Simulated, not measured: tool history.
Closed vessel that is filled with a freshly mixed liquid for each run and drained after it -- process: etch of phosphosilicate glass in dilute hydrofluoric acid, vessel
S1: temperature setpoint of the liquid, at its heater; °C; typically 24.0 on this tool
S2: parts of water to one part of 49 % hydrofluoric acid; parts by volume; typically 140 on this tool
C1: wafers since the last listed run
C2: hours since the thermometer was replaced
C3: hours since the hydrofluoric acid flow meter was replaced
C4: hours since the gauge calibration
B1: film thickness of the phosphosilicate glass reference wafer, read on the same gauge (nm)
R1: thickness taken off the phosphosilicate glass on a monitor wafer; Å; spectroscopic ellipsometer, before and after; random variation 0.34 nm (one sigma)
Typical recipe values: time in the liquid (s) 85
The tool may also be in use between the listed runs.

Run 1, day 0.000: usual settings; C1 0; C2 1598.6; C3 292.1; C4 34.5; B1 39.85. Result: R1 350.7 Å.
Run 2, day 2.867: usual settings; C1 7088; C2 1667.4; C3 360.9; C4 103.3; B1 39.57. Result: R1 345.5 Å.
Run 3, day 4.708: usual settings but S2 95 parts by volume; C1 4554; C2 1711.6; C3 405.1; C4 147.5; B1 39.39. Result: R1 535.3 Å.
Run 4, day 7.200: usual settings but S1 20.5 °C, time in the liquid (s) 70; C1 6161; C2 1771.4; C3 464.9; C4 207.3; B1 39.17. Result: R1 246.6 Å.
At day 8.962: hydrofluoric acid flow meter replaced.
Run 5, day 10.417: usual settings; C1 7851; C2 1848.6; C3 34.9; C4 284.5; B1 38.95. Result: R1 336.6 Å.
Run 6, day 16.579: usual settings but S2 165 parts by volume; C1 15239; C2 1996.5; C3 182.8; C4 432.4; B1 38.63. Result: R1 278.4 Å.
Run 7, day 18.921: usual settings but S2 165 parts by volume; C1 5790; C2 2052.7; C3 239.0; C4 488.6; B1 38.53. Result: R1 275.9 Å.
Run 8, day 21.554: usual settings but S2 170 parts by volume; C1 6511; C2 2115.9; C3 302.2; C4 551.8; B1 38.45. Result: R1 262.9 Å.
At day 22.396: thermometer replaced.
Run 9, day 22.725: usual settings but S1 22.0 °C; C1 2792; C2 7.9; C3 330.3; C4 579.9; B1 38.40. Result: R1 310.6 Å.
Run 10, day 24.438: usual settings; C1 4234; C2 49.0; C3 371.4; C4 621.0; B1 38.34. Result: R1 339.4 Å.
Run 11, day 25.800: usual settings; C1 3369; C2 81.7; C3 404.1; C4 653.7; B1 38.31. Result: R1 335.3 Å.
Run 12, day 27.662: usual settings but S2 190 parts by volume; C1 4605; C2 126.4; C3 448.8; C4 698.4; B1 38.26. Result: R1 232.7 Å.
At day 31.988: hydrofluoric acid flow meter replaced.
Run 13, day 36.496: usual settings but S2 190 parts by volume; C1 21740; C2 338.4; C3 108.2; C4 910.4; B1 38.07. Result: R1 233.9 Å.
Run 14, day 37.579: usual settings but S2 190 parts by volume; C1 2678; C2 364.4; C3 134.2; C4 936.4; B1 38.08. Result: R1 235.9 Å.
Run 15, day 39.988: usual settings but S1 28.0 °C; C1 5955; C2 422.2; C3 192.0; C4 994.2; B1 38.07. Result: R1 392.2 Å.
Run 16, day 42.217: usual settings; C1 5512; C2 475.7; C3 245.5; C4 1047.7; B1 38.02. Result: R1 335.5 Å.
Run 17, day 43.925: usual settings but S2 120 parts by volume, time in the liquid (s) 130; C1 4224; C2 516.7; C3 286.5; C4 1088.7; B1 38.00. Result: R1 608.5 Å.
Run 18, day 45.350: usual settings but S1 26.5 °C, S2 105 parts by volume, time in the liquid (s) 125; C1 3523; C2 550.9; C3 320.7; C4 1122.9; B1 37.99. Result: R1 749.5 Å.
Run 19, day 47.883: usual settings but time in the liquid (s) 65; C1 6264; C2 611.7; C3 381.5; C4 1183.7; B1 37.97. Result: R1 254.8 Å.
Run 20, day 49.562: usual settings but S1 28.5 °C, S2 185 parts by volume; C1 4152; C2 652.0; C3 421.8; C4 1224.0; B1 37.95. Result: R1 282.9 Å.
At day 51.804: gauge calibrated.
Run 21, day 52.125: usual settings but S1 29.0 °C, S2 200 parts by volume; C1 6336; C2 713.5; C3 483.3; C4 7.7; B1 39.88. Result: R1 280.0 Å.
Run 22, day 53.429: usual settings but S2 165 parts by volume; C1 3225; C2 744.8; C3 514.6; C4 39.0; B1 39.70. Result: R1 287.2 Å.
Run 23, day 55.471: usual settings; C1 5048; C2 793.8; C3 563.6; C4 88.0; B1 39.51. Result: R1 343.8 Å.
At day 57.196: hydrofluoric acid flow meter replaced.
Run 24, day 61.304: usual settings; C1 14322; C2 933.8; C3 98.6; C4 228.0; B1 39.03. Result: R1 344.5 Å.
Run 25, day 62.971: usual settings but time in the liquid (s) 105; C1 4121; C2 973.8; C3 138.6; C4 268.0; B1 38.89. Result: R1 421.1 Å.
Run 26, day 64.258: usual settings but S1 27.0 °C, S2 105 parts by volume, time in the liquid (s) 125; C1 3183; C2 1004.7; C3 169.5; C4 298.9; B1 38.83. Result: R1 779.6 Å.
Run 27, day 66.483: usual settings but S2 190 parts by volume; C1 5502; C2 1058.1; C3 222.9; C4 352.3; B1 38.71. Result: R1 238.1 Å.
Run 28, day 69.433: usual settings but S2 205 parts by volume, time in the liquid (s) 60; C1 7294; C2 1128.9; C3 293.7; C4 423.1; B1 38.54. Result: R1 152.9 Å.
Run 29, day 72.308: usual settings but S1 27.5 °C, S2 75 parts by volume, time in the liquid (s) 55; C1 7109; C2 1197.9; C3 362.7; C4 492.1; B1 38.40. Result: R1 510.3 Å.

Here are 3 independent what-if runs from the current tool condition. What would each one return?
Run A, day 72.338: usual settings but time in the liquid (s) 120; C1 72; C2 1198.6; C3 363.4; C4 492.8; B1 ?. Result: R1 ?.
Run B, day 72.338: usual settings but time in the liquid (s) 130; C1 72; C2 1198.6; C3 363.4; C4 492.8; B1 ?. Result: R1 ?.
Run C, day 72.338: usual settings but S2 195 parts by volume, time in the liquid (s) 125; C1 72; C2 1198.6; C3 363.4; C4 492.8; B1 ?. Result: R1 ?.

run     B1     R1
  A  38.43  478.6
  B  38.43  518.4
  C  38.43  336.5
Without the tool's hidden state the same runs would have given:
run     R1
  A  498.2
  B  539.7
  C  350.3
